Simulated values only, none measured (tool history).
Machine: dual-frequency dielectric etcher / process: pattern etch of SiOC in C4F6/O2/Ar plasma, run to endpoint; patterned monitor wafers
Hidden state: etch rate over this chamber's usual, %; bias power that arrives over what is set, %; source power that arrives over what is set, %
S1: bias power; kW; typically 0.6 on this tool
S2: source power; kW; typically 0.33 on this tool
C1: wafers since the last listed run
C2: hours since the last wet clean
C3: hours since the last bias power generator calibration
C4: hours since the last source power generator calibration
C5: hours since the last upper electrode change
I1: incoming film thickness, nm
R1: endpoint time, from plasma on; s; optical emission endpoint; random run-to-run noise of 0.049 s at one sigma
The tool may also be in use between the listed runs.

run,day,S1,S2,C1,C2,C3,C4,C5,I1,R1
1,0,0.6,0.33,0,268,1201.6,418.9,3085.4,34.35,11.7
2,2.267,0.6,0.33,764,322.4,1256,473.3,3139.8,34.8,11.8
3,3.654,0.6,0.33,467,355.7,1289.3,506.6,3173.1,35.15,11.8
# day 5.242: wet clean of the chamber
4,5.583,0.6,0.33,313,8.2,1335.6,552.9,3219.4,34.66,12.1
5,7.846,0.6,0.33,762,62.5,1389.9,607.2,3273.7,34.54,12
6,10.333,0.6,0.33,838,122.2,1449.6,666.9,3333.4,34.51,11.9
7,12.196,0.6,0.33,628,166.9,1494.3,711.6,3378.1,34.67,11.9
8,14.379,0.6,0.33,736,219.3,1546.7,764,3430.5,34.6,11.8
9,17.254,0.6,0.33,969,288.3,1615.7,833,3499.5,35.19,12
10,20.079,0.6,0.33,952,356.1,1683.5,900.8,3567.3,34.64,11.7
# day 21.492: wet clean of the chamber
11,23.067,0.6,0.33,670,37.8,1755.2,972.5,3639,34.8,12.1
12,24.192,0.6,0.33,379,64.8,1782.2,999.5,3666,34.67,12
13,27.117,0.656,0.36,986,135,1852.4,1069.7,3736.2,34.77,11.3
14,29.829,0.6,0.33,914,200.1,1917.5,1134.8,3801.3,34.47,11.9
15,34.133,0.502,0.28,1451,303.4,2020.8,1238.1,3904.6,34.79,13.5
# day 35.225: upper electrode replaced
# day 36.929: bias power generator calibrated
# day 37.95: wet clean of the chamber
16,37.971,0.703,0.36,563,0.5,25,1330.2,65.9,34.32,10.9
# day 39.542: source power generator calibrated
17,41.554,0.487,0.31,1152,86.5,111,48.3,151.9,35.08,13.6
18,44.058,0.6,0.33,844,146.6,171.1,108.4,212,34.37,11.9
19,45.908,0.6,0.3,623,191,215.5,152.8,256.4,34.42,12.3
20,47.433,0.6,0.28,514,227.6,252.1,189.4,293,34.68,12.6
21,48.975,0.664,0.29,519,264.6,289.1,226.4,330,34.4,11.7
22,50.767,0.6,0.33,604,307.6,332.1,269.4,373,34.71,11.8
# day 52.021: wet clean of the chamber
23,52.071,0.688,0.4,102,1.2,363.4,300.7,404.3,35.05,10.8
24,53.592,0.687,0.37,512,37.7,399.9,337.2,440.8,34.75,11

Consider 4 possible next runs. They are alternatives, not a sequence: every one starts from the tool as it was left by run 24. What does each give?
A,53.608,0.6,0.29,5,38.1,400.3,337.6,441.2,34.95,?
B,53.608,0.463,0.29,5,38.1,400.3,337.6,441.2,34.95,?
C,53.608,0.555,0.27,5,38.1,400.3,337.6,441.2,34.95,?
D,53.608,0.557,0.38,5,38.1,400.3,337.6,441.2,34.95,?

run,R1
A,12.7
B,14.2
C,13.5
D,12
Had the tool no hidden state, the same runs would have come out as:
run,R1
A,12.8
B,14.3
C,13.6
D,12

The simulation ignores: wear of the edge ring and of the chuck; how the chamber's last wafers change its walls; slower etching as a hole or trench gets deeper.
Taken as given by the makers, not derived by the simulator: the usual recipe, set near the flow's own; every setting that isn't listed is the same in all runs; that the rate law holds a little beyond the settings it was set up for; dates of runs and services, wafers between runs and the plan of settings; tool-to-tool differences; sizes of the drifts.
